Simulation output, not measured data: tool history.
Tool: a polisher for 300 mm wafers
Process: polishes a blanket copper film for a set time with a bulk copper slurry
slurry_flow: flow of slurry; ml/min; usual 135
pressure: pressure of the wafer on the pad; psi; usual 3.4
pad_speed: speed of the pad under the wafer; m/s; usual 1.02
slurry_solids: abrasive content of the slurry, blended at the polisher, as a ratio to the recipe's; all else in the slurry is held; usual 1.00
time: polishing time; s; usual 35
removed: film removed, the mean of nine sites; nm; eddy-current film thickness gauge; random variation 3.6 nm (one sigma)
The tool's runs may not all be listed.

run   hour  slurry_flow  pressure  pad_speed  slurry_solids  time  incoming thickness of the incoming film, nm  removed
  1    0.0          135       3.4       1.20           1.00    35                                       2148.4    487.8
       6.1  -- worn pad replaced by a new one
  2    8.3          135       3.4       1.20           1.00    35                                       2188.0    480.0
  3   24.5          135       3.4       1.30           1.00    38                                       2192.4    564.3
  4   41.5          135       3.4       1.30           1.00    38                                       2193.4    563.4
  5   51.9          135       3.4       1.30           1.00    38                                       2180.9    558.2
  6   65.7          135       3.4       1.02           1.00    35                                       2231.5    414.6
  7   77.6          135       3.4       1.02           1.00    35                                       2179.9    418.1
  8   90.2          135       3.4       1.02           1.00    27                                       2172.3    319.7
     100.4  -- slurry nozzle cleaned
     101.1  -- head pressure recalibrated
  9  101.6          135       2.3       1.02           1.00    35                                       2204.8    277.4
 10  110.2          135       3.9       0.78           1.10    40                                       2202.1    457.2
     113.1  -- slurry blender recalibrated
     120.0  -- worn pad replaced by a new one
 11  127.2          155       3.0       0.68           1.00    39                                       2191.1    312.3
 12  140.6          135       2.3       0.88           1.30    40                                       2195.8    314.3
 13  148.7          135       3.4       1.02           1.00    35                                       2187.1    420.2
 14  157.4          135       2.3       1.02           1.00    35                                       2235.8    286.1

3 ways to go on from here, each from the tool as it stands after run 14. What would each give?
  A  157.8          135       3.4       1.02           1.00    35                                       2196.2        ?
  B  157.8          135       4.5       0.78           1.00    40                                       2196.2        ?
  C  157.8          135       3.4       1.22           0.85    35                                       2196.2        ?

run  removed
  A    423.6
  B    519.1
  C    471.9
Without the tool's hidden state the same runs would have given:
run  removed
  A    429.0
  B    525.7
  C    477.8
